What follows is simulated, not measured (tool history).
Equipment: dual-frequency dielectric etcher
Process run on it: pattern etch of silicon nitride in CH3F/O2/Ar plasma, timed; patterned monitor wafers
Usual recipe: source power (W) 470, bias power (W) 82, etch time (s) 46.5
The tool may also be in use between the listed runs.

| run | hour | source power (W) | bias power (W) | etch time (s) | wafers since the last listed run | hours since the last wet clean | hours since the last source power generator calibration | hours since the last bias power generator calibration | hours since the last upper electrode change | hours since the gauge calibration | read-back reference wafer on the same gauge, depth_nm | mean etch depth across the wafer (nm) |
|---|---|---|---|---|---|---|---|---|---|---|---|---|
| 1 | 0 | 470 | 70 | 46.5 | 0 | 647.8 | 4493.5 | 3651.2 | 5088.7 | 2394.3 | 31.31 | 33.53 |
|  | 30 | upper electrode replaced |
| 2 | 72.8 | 530 | 82 | 46.5 | 571 | 720.6 | 4566.3 | 3724 | 42.8 | 2467.1 | 31.28 | 36.21 |
| 3 | 127.8 | 530 | 82 | 46.5 | 643 | 775.6 | 4621.3 | 3779 | 97.8 | 2522.1 | 31.34 | 36.04 |
|  | 157.8 | wet clean of the chamber |
| 4 | 165.2 | 530 | 82 | 46.5 | 156 | 7.4 | 4658.7 | 3816.4 | 135.2 | 2559.5 | 31.3 | 35.28 |
| 5 | 202.4 | 430 | 82 | 46.5 | 435 | 44.6 | 4695.9 | 3853.6 | 172.4 | 2596.7 | 31.35 | 33.57 |
|  | 268.2 | bias power generator calibrated |
| 6 | 279 | 430 | 82 | 46.5 | 850 | 121.2 | 4772.5 | 10.8 | 249 | 2673.3 | 31.27 | 33.39 |
| 7 | 349.8 | 470 | 82 | 46.5 | 828 | 192 | 4843.3 | 81.6 | 319.8 | 2744.1 | 31.28 | 34.14 |
|  | 369.8 | source power generator calibrated |
| 8 | 414.5 | 470 | 82 | 46.5 | 710 | 256.7 | 44.7 | 146.3 | 384.5 | 2808.8 | 31.25 | 34.61 |
| 9 | 518 | 400 | 82 | 37.5 | 1211 | 360.2 | 148.2 | 249.8 | 488 | 2912.3 | 31.32 | 26.53 |
| 10 | 618.7 | 470 | 82 | 46.5 | 1179 | 460.9 | 248.9 | 350.5 | 588.7 | 3013 | 31.35 | 34.78 |
| 11 | 717.5 | 400 | 94 | 55.5 | 1156 | 559.7 | 347.7 | 449.3 | 687.5 | 3111.8 | 31.32 | 41.2 |
|  | 790.6 | wet clean of the chamber |
| 12 | 791.1 | 470 | 90 | 50.5 | 580 | 0.5 | 421.3 | 522.9 | 761.1 | 3185.4 | 31.29 | 37.62 |
|  | 914 | gauge calibrated |
| 13 | 1068.5 | 470 | 82 | 46.5 | 3247 | 277.9 | 698.7 | 800.3 | 1038.5 | 154.5 | 31.32 | 34.56 |
| 14 | 1107.1 | 360 | 82 | 57.5 | 451 | 316.5 | 737.3 | 838.9 | 1077.1 | 193.1 | 31.32 | 39.39 |
| 15 | 1199.7 | 470 | 74 | 39.5 | 1084 | 409.1 | 829.9 | 931.5 | 1169.7 | 285.7 | 31.3 | 28.54 |
| 16 | 1256.9 | 510 | 63 | 34 | 669 | 466.3 | 887.1 | 988.7 | 1226.9 | 342.9 | 31.3 | 24.66 |
| 17 | 1306.8 | 580 | 82 | 37 | 584 | 516.2 | 937 | 1038.6 | 1276.8 | 392.8 | 31.3 | 29.46 |
|  | 1424.4 | wet clean of the chamber |
| 18 | 1424.9 | 400 | 96 | 46.5 | 1101 | 0.5 | 1055.1 | 1156.7 | 1394.9 | 510.9 | 31.29 | 33.91 |
| 19 | 1484.5 | 380 | 82 | 40 | 697 | 60.1 | 1114.7 | 1216.3 | 1454.5 | 570.5 | 31.28 | 27.01 |
| 20 | 1565.3 | 390 | 68 | 46.5 | 946 | 140.9 | 1195.5 | 1297.1 | 1535.3 | 651.3 | 31.25 | 30.83 |
| 21 | 1626.4 | 420 | 93 | 35.5 | 715 | 202 | 1256.6 | 1358.2 | 1596.4 | 712.4 | 31.3 | 26.2 |
| 22 | 1694.5 | 470 | 88 | 33.5 | 797 | 270.1 | 1324.7 | 1426.3 | 1664.5 | 780.5 | 31.33 | 25.21 |
| 23 | 1747 | 550 | 67 | 32.5 | 614 | 322.6 | 1377.2 | 1478.8 | 1717 | 833 | 31.29 | 24 |
| 24 | 1818.5 | 470 | 65 | 46.5 | 837 | 394.1 | 1448.7 | 1550.3 | 1788.5 | 904.5 | 31.3 | 32.37 |
| 25 | 1897.6 | 470 | 91 | 46.5 | 926 | 473.2 | 1527.8 | 1629.4 | 1867.6 | 983.6 | 31.27 | 35.42 |
| 26 | 1991.9 | 410 | 82 | 33.5 | 1104 | 567.5 | 1622.1 | 1723.7 | 1961.9 | 1077.9 | 31.33 | 23.84 |
| 27 | 2049.9 | 390 | 62 | 53.5 | 679 | 625.5 | 1680.1 | 1781.7 | 2019.9 | 1135.9 | 31.31 | 35.64 |
| 28 | 2161.7 | 470 | 70 | 46.5 | 1308 | 737.3 | 1791.9 | 1893.5 | 2131.7 | 1247.7 | 31.29 | 33.1 |
|  | 2220.2 | wet clean of the chamber |
| 29 | 2263.4 | 470 | 88 | 33.5 | 909 | 43.2 | 1893.6 | 1995.2 | 2233.4 | 1349.4 | 31.31 | 24.96 |
| 30 | 2584.6 | 520 | 67 | 57.5 | 3760 | 364.4 | 2214.8 | 2316.4 | 2554.6 | 1670.6 | 31.27 | 41.46 |

What if the next run were any one of these 3? Each begins from the tool's condition after run 30:
| A | 2585 | 470 | 96 | 46.5 | 4 | 364.8 | 2215.2 | 2316.8 | 2555 | 1671 | ? | ? |
| B | 2585 | 560 | 82 | 46.5 | 4 | 364.8 | 2215.2 | 2316.8 | 2555 | 1671 | ? | ? |
| C | 2585 | 410 | 91 | 50.5 | 4 | 364.8 | 2215.2 | 2316.8 | 2555 | 1671 | ? | ? |

| run | read-back reference wafer on the same gauge, depth_nm | mean etch depth across the wafer (nm) |
|---|---|---|
| A | 31.3 | 36.02 |
| B | 31.3 | 36.4 |
| C | 31.3 | 37.05 |
With the hidden condition removed and each run's random variation left untouched, the same runs would have given:
| run | mean etch depth across the wafer (nm) |
|---|---|
| A | 35.55 |
| B | 35.93 |
| C | 36.57 |
